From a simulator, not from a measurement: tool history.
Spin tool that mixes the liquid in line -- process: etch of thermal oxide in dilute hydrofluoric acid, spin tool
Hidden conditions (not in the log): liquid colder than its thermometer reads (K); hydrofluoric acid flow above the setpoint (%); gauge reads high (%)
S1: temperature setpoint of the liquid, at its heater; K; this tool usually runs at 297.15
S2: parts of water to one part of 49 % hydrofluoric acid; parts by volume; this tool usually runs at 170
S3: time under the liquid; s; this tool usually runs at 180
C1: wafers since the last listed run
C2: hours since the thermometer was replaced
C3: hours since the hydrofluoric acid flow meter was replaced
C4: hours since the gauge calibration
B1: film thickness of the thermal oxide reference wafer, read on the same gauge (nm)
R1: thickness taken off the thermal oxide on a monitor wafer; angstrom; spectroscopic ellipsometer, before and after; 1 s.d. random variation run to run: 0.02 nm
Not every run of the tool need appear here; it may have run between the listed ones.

{"run": 1, "hour": 0.0, "S1": 297.15, "S2": 170, "S3": 225, "C1": 0, "C2": 2544.1, "C3": 586.4, "C4": 402.7, "B1": 99.996, "R1": 49.45}
{"run": 2, "hour": 16.9, "S1": 297.15, "S2": 220, "S3": 215, "C1": 156, "C2": 2561, "C3": 603.3, "C4": 419.6, "B1": 100.02, "R1": 35.22}
{"run": 3, "hour": 25.1, "S1": 297.15, "S2": 170, "S3": 180, "C1": 75, "C2": 2569.2, "C3": 611.5, "C4": 427.8, "B1": 100.003, "R1": 39.68}
{"run": 4, "hour": 37.2, "S1": 297.15, "S2": 170, "S3": 180, "C1": 111, "C2": 2581.3, "C3": 623.6, "C4": 439.9, "B1": 99.997, "R1": 39.9}
{"run": 5, "hour": 45.2, "S1": 297.15, "S2": 170, "S3": 180, "C1": 73, "C2": 2589.3, "C3": 631.6, "C4": 447.9, "B1": 99.985, "R1": 39.83}
{"run": 6, "hour": 52.7, "S1": 297.15, "S2": 170, "S3": 180, "C1": 69, "C2": 2596.8, "C3": 639.1, "C4": 455.4, "B1": 100.021, "R1": 40.24}
{"run": 7, "hour": 62.2, "S1": 299.15, "S2": 170, "S3": 180, "C1": 87, "C2": 2606.3, "C3": 648.6, "C4": 464.9, "B1": 100.01, "R1": 42.95}
{"run": 8, "hour": 68.4, "S1": 297.15, "S2": 170, "S3": 180, "C1": 57, "C2": 2612.5, "C3": 654.8, "C4": 471.1, "B1": 100.005, "R1": 39.52}
{"hour": 74.7, "done": "gauge calibrated"}
{"hour": 81.6, "done": "thermometer replaced"}
{"run": 9, "hour": 89.4, "S1": 297.15, "S2": 170, "S3": 180, "C1": 184, "C2": 7.8, "C3": 675.8, "C4": 14.7, "B1": 100.009, "R1": 43.85}
{"run": 10, "hour": 98.1, "S1": 297.15, "S2": 170, "S3": 180, "C1": 80, "C2": 16.5, "C3": 684.5, "C4": 23.4, "B1": 100.012, "R1": 43.95}
{"run": 11, "hour": 108.6, "S1": 297.15, "S2": 170, "S3": 180, "C1": 97, "C2": 27, "C3": 695, "C4": 33.9, "B1": 99.998, "R1": 43.71}
{"run": 12, "hour": 116.3, "S1": 297.15, "S2": 170, "S3": 180, "C1": 71, "C2": 34.7, "C3": 702.7, "C4": 41.6, "B1": 100.012, "R1": 43.59}
{"run": 13, "hour": 130.9, "S1": 297.15, "S2": 170, "S3": 105, "C1": 135, "C2": 49.3, "C3": 717.3, "C4": 56.2, "B1": 99.997, "R1": 25.53}
{"run": 14, "hour": 144.7, "S1": 293.65, "S2": 170, "S3": 180, "C1": 127, "C2": 63.1, "C3": 731.1, "C4": 70, "B1": 100.01, "R1": 38.74}
{"run": 15, "hour": 154.1, "S1": 297.15, "S2": 170, "S3": 130, "C1": 86, "C2": 72.5, "C3": 740.5, "C4": 79.4, "B1": 99.985, "R1": 31.81}
{"run": 16, "hour": 170.4, "S1": 297.15, "S2": 170, "S3": 180, "C1": 150, "C2": 88.8, "C3": 756.8, "C4": 95.7, "B1": 99.997, "R1": 44.23}
{"run": 17, "hour": 188.0, "S1": 300.65, "S2": 170, "S3": 180, "C1": 162, "C2": 106.4, "C3": 774.4, "C4": 113.3, "B1": 100.007, "R1": 50.39}
{"run": 18, "hour": 198.5, "S1": 297.15, "S2": 170, "S3": 180, "C1": 97, "C2": 116.9, "C3": 784.9, "C4": 123.8, "B1": 99.984, "R1": 44.46}
{"run": 19, "hour": 207.5, "S1": 297.15, "S2": 170, "S3": 180, "C1": 83, "C2": 125.9, "C3": 793.9, "C4": 132.8, "B1": 100.021, "R1": 44.04}
{"run": 20, "hour": 222.5, "S1": 297.15, "S2": 170, "S3": 180, "C1": 138, "C2": 140.9, "C3": 808.9, "C4": 147.8, "B1": 99.992, "R1": 44.42}
{"hour": 226.3, "done": "hydrofluoric acid flow meter replaced"}
{"run": 21, "hour": 232.3, "S1": 294.15, "S2": 200, "S3": 280, "C1": 81, "C2": 150.7, "C3": 6, "C4": 157.6, "B1": 100.01, "R1": 48.23}
{"run": 22, "hour": 242.5, "S1": 299.15, "S2": 230, "S3": 130, "C1": 94, "C2": 160.9, "C3": 16.2, "C4": 167.8, "B1": 100.007, "R1": 22.82}
{"run": 23, "hour": 253.0, "S1": 299.65, "S2": 245, "S3": 255, "C1": 97, "C2": 171.4, "C3": 26.7, "C4": 178.3, "B1": 99.975, "R1": 42.03}
{"run": 24, "hour": 262.2, "S1": 294.65, "S2": 115, "S3": 230, "C1": 85, "C2": 180.6, "C3": 35.9, "C4": 187.5, "B1": 100.019, "R1": 76.21}
{"run": 25, "hour": 271.1, "S1": 297.15, "S2": 170, "S3": 180, "C1": 82, "C2": 189.5, "C3": 44.8, "C4": 196.4, "B1": 99.979, "R1": 42.12}
{"run": 26, "hour": 282.8, "S1": 294.15, "S2": 170, "S3": 180, "C1": 108, "C2": 201.2, "C3": 56.5, "C4": 208.1, "B1": 100.013, "R1": 37.38}
{"run": 27, "hour": 293.6, "S1": 299.65, "S2": 170, "S3": 180, "C1": 99, "C2": 212, "C3": 67.3, "C4": 218.9, "B1": 99.974, "R1": 46.17}
{"run": 28, "hour": 304.1, "S1": 297.15, "S2": 240, "S3": 130, "C1": 97, "C2": 222.5, "C3": 77.8, "C4": 229.4, "B1": 100.002, "R1": 20.02}
{"run": 29, "hour": 316.3, "S1": 294.15, "S2": 235, "S3": 95, "C1": 112, "C2": 234.7, "C3": 90, "C4": 241.6, "B1": 100.014, "R1": 13.38}
{"run": 30, "hour": 331.1, "S1": 297.15, "S2": 240, "S3": 130, "C1": 136, "C2": 249.5, "C3": 104.8, "C4": 256.4, "B1": 100.011, "R1": 20.02}
{"run": 31, "hour": 342.6, "S1": 292.15, "S2": 135, "S3": 125, "C1": 106, "C2": 261, "C3": 116.3, "C4": 267.9, "B1": 100.006, "R1": 31.36}
{"run": 32, "hour": 359.4, "S1": 297.15, "S2": 130, "S3": 180, "C1": 155, "C2": 277.8, "C3": 133.1, "C4": 284.7, "B1": 99.984, "R1": 58.12}
{"run": 33, "hour": 370.6, "S1": 297.15, "S2": 170, "S3": 80, "C1": 103, "C2": 289, "C3": 144.3, "C4": 295.9, "B1": 100.009, "R1": 18.66}
{"run": 34, "hour": 378.0, "S1": 295.65, "S2": 170, "S3": 180, "C1": 68, "C2": 296.4, "C3": 151.7, "C4": 303.3, "B1": 100.012, "R1": 39.97}
{"run": 35, "hour": 384.4, "S1": 297.15, "S2": 130, "S3": 235, "C1": 59, "C2": 302.8, "C3": 158.1, "C4": 309.7, "B1": 99.987, "R1": 75.47}

What was the tool's hidden state at every run in the log?
gauge reads high (%): 0 across all the runs
H1: liquid colder than its thermometer reads (K)
H2: hydrofluoric acid flow above the setpoint (%)
run=1 H1=2.95 H2=3.48
run=2 H1=2.96 H2=3.58
run=3 H1=2.97 H2=3.63
run=4 H1=2.99 H2=3.7
run=5 H1=3 H2=3.75
run=6 H1=3 H2=3.79
run=7 H1=3.01 H2=3.85
run=8 H1=3.02 H2=3.88
run=9 H1=0.419 H2=4
run=10 H1=0.429 H2=4.05
run=11 H1=0.44 H2=4.12
run=12 H1=0.448 H2=4.16
run=13 H1=0.464 H2=4.24
run=14 H1=0.479 H2=4.33
run=15 H1=0.489 H2=4.38
run=16 H1=0.507 H2=4.47
run=17 H1=0.526 H2=4.58
run=18 H1=0.537 H2=4.64
run=19 H1=0.547 H2=4.69
run=20 H1=0.563 H2=4.78
run=21 H1=0.574 H2=0.371
run=22 H1=0.585 H2=0.431
run=23 H1=0.596 H2=0.492
run=24 H1=0.606 H2=0.545
run=25 H1=0.616 H2=0.597
run=26 H1=0.629 H2=0.665
run=27 H1=0.64 H2=0.728
run=28 H1=0.652 H2=0.789
run=29 H1=0.665 H2=0.86
run=30 H1=0.681 H2=0.946
run=31 H1=0.694 H2=1.01
run=32 H1=0.712 H2=1.11
run=33 H1=0.724 H2=1.18
run=34 H1=0.732 H2=1.22
run=35 H1=0.739 H2=1.26
